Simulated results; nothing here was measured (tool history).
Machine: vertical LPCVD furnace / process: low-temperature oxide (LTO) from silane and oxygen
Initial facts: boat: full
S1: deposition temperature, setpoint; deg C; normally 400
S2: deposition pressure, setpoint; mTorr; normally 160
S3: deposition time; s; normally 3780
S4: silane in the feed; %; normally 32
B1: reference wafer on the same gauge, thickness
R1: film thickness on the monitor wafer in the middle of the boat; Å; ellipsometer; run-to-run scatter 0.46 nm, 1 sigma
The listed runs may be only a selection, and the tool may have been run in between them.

run 1 hour=0 | S1=400 S2=190 S3=3780 S4=32 | B1=262.97 | R1=3627.5
run 2 hour=16.2 | S1=400 S2=190 S3=3780 S4=32 | B1=262.92 | R1=3630.9
run 3 hour=25.5 | S1=400 S2=190 S3=3780 S4=32 | B1=262.97 | R1=3626.4
run 4 hour=45.8 | S1=400 S2=160 S3=3780 S4=32 | B1=262.94 | R1=3060.4
run 5 hour=59.9 | S1=400 S2=160 S3=3780 S4=32 | B1=263.06 | R1=3051.5
run 6 hour=76.8 | S1=393 S2=160 S3=3780 S4=32 | B1=262.99 | R1=2817.6
run 7 hour=95.1 | S1=393 S2=160 S3=3780 S4=32 | B1=262.9 | R1=2818.5
run 8 hour=106.9 | S1=393 S2=160 S3=3780 S4=32 | B1=262.96 | R1=2815
run 9 hour=122.3 | S1=400 S2=160 S3=3780 S4=32 | B1=262.97 | R1=3055.4
-- hour=138 gauge calibrated
run 10 hour=143.8 | S1=400 S2=160 S3=3780 S4=32 | B1=263 | R1=3046.7
run 11 hour=161.8 | S1=405 S2=180 S3=4920 S4=32 | B1=263.04 | R1=4753.2
run 12 hour=170.3 | S1=400 S2=160 S3=3780 S4=32 | B1=263.04 | R1=3053.2
run 13 hour=191.4 | S1=400 S2=160 S3=3780 S4=32 | B1=262.99 | R1=3059.7
-- hour=219.7 pressure gauge zeroed
-- hour=221.6 thermocouples replaced and temperature profile calibrated
-- hour=238.3 silane flow controller replaced
run 14 hour=238.8 | S1=400 S2=160 S3=4830 S4=32 | B1=263.05 | R1=3890.5
run 15 hour=244.2 | S1=400 S2=160 S3=3780 S4=32 | B1=263.04 | R1=3056
run 16 hour=249.5 | S1=406 S2=160 S3=3780 S4=32 | B1=263.06 | R1=3270.1
run 17 hour=254.9 | S1=400 S2=160 S3=2700 S4=30 | B1=262.96 | R1=1990.1

Run 18 is up next; what results do you expect?
run 18 hour=268.6 | S1=400 S2=160 S3=3780 S4=32 | B1=? | R1=?

{"run 18": {"B1": 263.08, "R1": 3067.7}}
With the hidden condition absent and the run-to-run variation left alone, this run would have shown R1 3067.7 Å.
